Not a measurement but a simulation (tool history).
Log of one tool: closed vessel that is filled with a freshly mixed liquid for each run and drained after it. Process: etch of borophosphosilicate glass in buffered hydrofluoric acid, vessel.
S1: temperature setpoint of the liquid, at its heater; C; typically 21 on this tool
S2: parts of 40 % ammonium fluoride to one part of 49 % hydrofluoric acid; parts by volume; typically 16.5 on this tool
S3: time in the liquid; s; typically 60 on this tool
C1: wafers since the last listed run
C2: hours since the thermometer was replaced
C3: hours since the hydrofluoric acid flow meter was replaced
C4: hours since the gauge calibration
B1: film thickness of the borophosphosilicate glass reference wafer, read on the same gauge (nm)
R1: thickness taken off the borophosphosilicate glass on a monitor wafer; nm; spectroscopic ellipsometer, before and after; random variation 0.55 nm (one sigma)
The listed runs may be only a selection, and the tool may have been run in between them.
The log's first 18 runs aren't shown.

At hour 783.1: hydrofluoric acid flow meter replaced.
Run 19, hour 786: usual settings; C1 2234; C2 603.5; C3 2.9; C4 273.2; B1 71.59. Result: R1 92.17 nm.
Run 20, hour 850.9: usual settings but S1 17.5 C, S3 90 s; C1 5709; C2 668.4; C3 67.8; C4 338.1; B1 71.94. Result: R1 114.45 nm.
Run 21, hour 878: usual settings; C1 2384; C2 695.5; C3 94.9; C4 365.2; B1 72.04. Result: R1 92.48 nm.
Run 22, hour 909.8: usual settings but S1 17 C; C1 2797; C2 727.3; C3 126.7; C4 397; B1 72.15. Result: R1 74.16 nm.
Run 23, hour 977.9: usual settings but S1 17 C, S2 13.5 parts by volume, S3 85 s; C1 5991; C2 795.4; C3 194.8; C4 465.1; B1 72.43. Result: R1 128.47 nm.
Run 24, hour 1035: usual settings but S2 14 parts by volume; C1 5023; C2 852.5; C3 251.9; C4 522.2; B1 72.64. Result: R1 108.48 nm.
Run 25, hour 1100.6: usual settings but S1 17 C, S3 85 s; C1 5771; C2 918.1; C3 317.5; C4 587.8; B1 72.8. Result: R1 106.28 nm.
Run 26, hour 1137.5: usual settings but S1 19.5 C, S2 11.5 parts by volume, S3 75 s; C1 3246; C2 955; C3 354.4; C4 624.7; B1 72.93. Result: R1 155.48 nm.
Run 27, hour 1165.5: usual settings but S1 19 C; C1 2463; C2 983; C3 382.4; C4 652.7; B1 73. Result: R1 83.91 nm.
Run 28, hour 1192.6: usual settings; C1 2384; C2 1010.1; C3 409.5; C4 679.8; B1 73.03. Result: R1 95.43 nm.
Run 29, hour 1226.3: usual settings but S1 18 C, S2 12 parts by volume, S3 30 s; C1 2964; C2 1043.8; C3 443.2; C4 713.5; B1 73.14. Result: R1 54.38 nm.
Run 30, hour 1277.1: usual settings but S1 17 C, S2 19 parts by volume; C1 4469; C2 1094.6; C3 494; C4 764.3; B1 73.2. Result: R1 66.11 nm.

Run 31 has not been measured yet. What should we expect?
Run 31, hour 1331.7: usual settings; C1 4803; C2 1149.2; C3 548.6; C4 818.9; B1 ?. Result: R1 ?.

B1: 73.36
R1: 93.84 nm
The same run, on a tool lacking any hidden state, would have yielded R1 89.54 nm.
